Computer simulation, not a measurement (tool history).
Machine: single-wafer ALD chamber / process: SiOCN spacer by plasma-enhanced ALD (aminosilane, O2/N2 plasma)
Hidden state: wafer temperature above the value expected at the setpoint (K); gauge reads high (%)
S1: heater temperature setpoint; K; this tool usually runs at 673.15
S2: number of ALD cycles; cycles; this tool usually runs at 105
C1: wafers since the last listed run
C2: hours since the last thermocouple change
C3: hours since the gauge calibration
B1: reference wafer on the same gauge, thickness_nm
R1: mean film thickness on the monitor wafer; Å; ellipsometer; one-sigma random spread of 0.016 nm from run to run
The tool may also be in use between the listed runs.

run 1 hour=0.0 | S1=676.15 S2=105 | C1=0 C2=1461.7 C3=280.7 | B1=7.444 | R1=64.56
run 2 hour=34.5 | S1=676.15 S2=105 | C1=93 C2=1496.2 C3=315.2 | B1=7.453 | R1=65.22
run 3 hour=80.7 | S1=676.15 S2=105 | C1=125 C2=1542.4 C3=361.4 | B1=7.452 | R1=64.98
run 4 hour=123.2 | S1=673.15 S2=118 | C1=115 C2=1584.9 C3=403.9 | B1=7.447 | R1=73.43
run 5 hour=160.4 | S1=673.15 S2=118 | C1=101 C2=1622.1 C3=441.1 | B1=7.447 | R1=73.26
run 6 hour=196.3 | S1=673.15 S2=118 | C1=97 C2=1658.0 C3=477.0 | B1=7.451 | R1=73.49
run 7 hour=259.0 | S1=681.15 S2=105 | C1=170 C2=1720.7 C3=539.7 | B1=7.447 | R1=63.86
run 8 hour=292.9 | S1=681.15 S2=105 | C1=92 C2=1754.6 C3=573.6 | B1=7.445 | R1=63.81
run 9 hour=467.9 | S1=681.15 S2=105 | C1=475 C2=1929.6 C3=748.6 | B1=7.454 | R1=63.75
-- hour=475.8 gauge calibrated
run 10 hour=501.9 | S1=673.15 S2=98 | C1=92 C2=1963.6 C3=26.1 | B1=7.453 | R1=60.89
run 11 hour=544.6 | S1=673.15 S2=105 | C1=115 C2=2006.3 C3=68.8 | B1=7.453 | R1=65.40
run 12 hour=610.9 | S1=673.15 S2=105 | C1=180 C2=2072.6 C3=135.1 | B1=7.448 | R1=65.58
run 13 hour=645.7 | S1=673.15 S2=105 | C1=94 C2=2107.4 C3=169.9 | B1=7.453 | R1=65.18
run 14 hour=703.8 | S1=660.15 S2=105 | C1=157 C2=2165.5 C3=228.0 | B1=7.445 | R1=65.43
run 15 hour=757.4 | S1=673.15 S2=89 | C1=145 C2=2219.1 C3=281.6 | B1=7.448 | R1=55.51
run 16 hour=785.8 | S1=673.15 S2=105 | C1=77 C2=2247.5 C3=310.0 | B1=7.448 | R1=65.32
-- hour=822.3 thermocouple changed; heater temperature recalibrated
run 17 hour=842.7 | S1=673.15 S2=105 | C1=132 C2=20.4 C3=366.9 | B1=7.442 | R1=65.56
run 18 hour=891.6 | S1=673.15 S2=119 | C1=132 C2=69.3 C3=415.8 | B1=7.451 | R1=74.23
run 19 hour=933.6 | S1=666.15 S2=96 | C1=114 C2=111.3 C3=457.8 | B1=7.444 | R1=59.57
run 20 hour=959.7 | S1=664.15 S2=88 | C1=70 C2=137.4 C3=483.9 | B1=7.452 | R1=54.75
run 21 hour=993.9 | S1=673.15 S2=105 | C1=92 C2=171.6 C3=518.1 | B1=7.461 | R1=65.30
run 22 hour=1061.0 | S1=678.15 S2=105 | C1=182 C2=238.7 C3=585.2 | B1=7.447 | R1=64.62
run 23 hour=1096.2 | S1=666.15 S2=92 | C1=95 C2=273.9 C3=620.4 | B1=7.452 | R1=57.38
run 24 hour=1166.1 | S1=661.15 S2=91 | C1=189 C2=343.8 C3=690.3 | B1=7.449 | R1=56.42

State the hidden condition of the tool at each of the runs:
wafer temperature above the value expected at the setpoint (K): 0 across all the runs
gauge reads high (%): 0 across all the runs
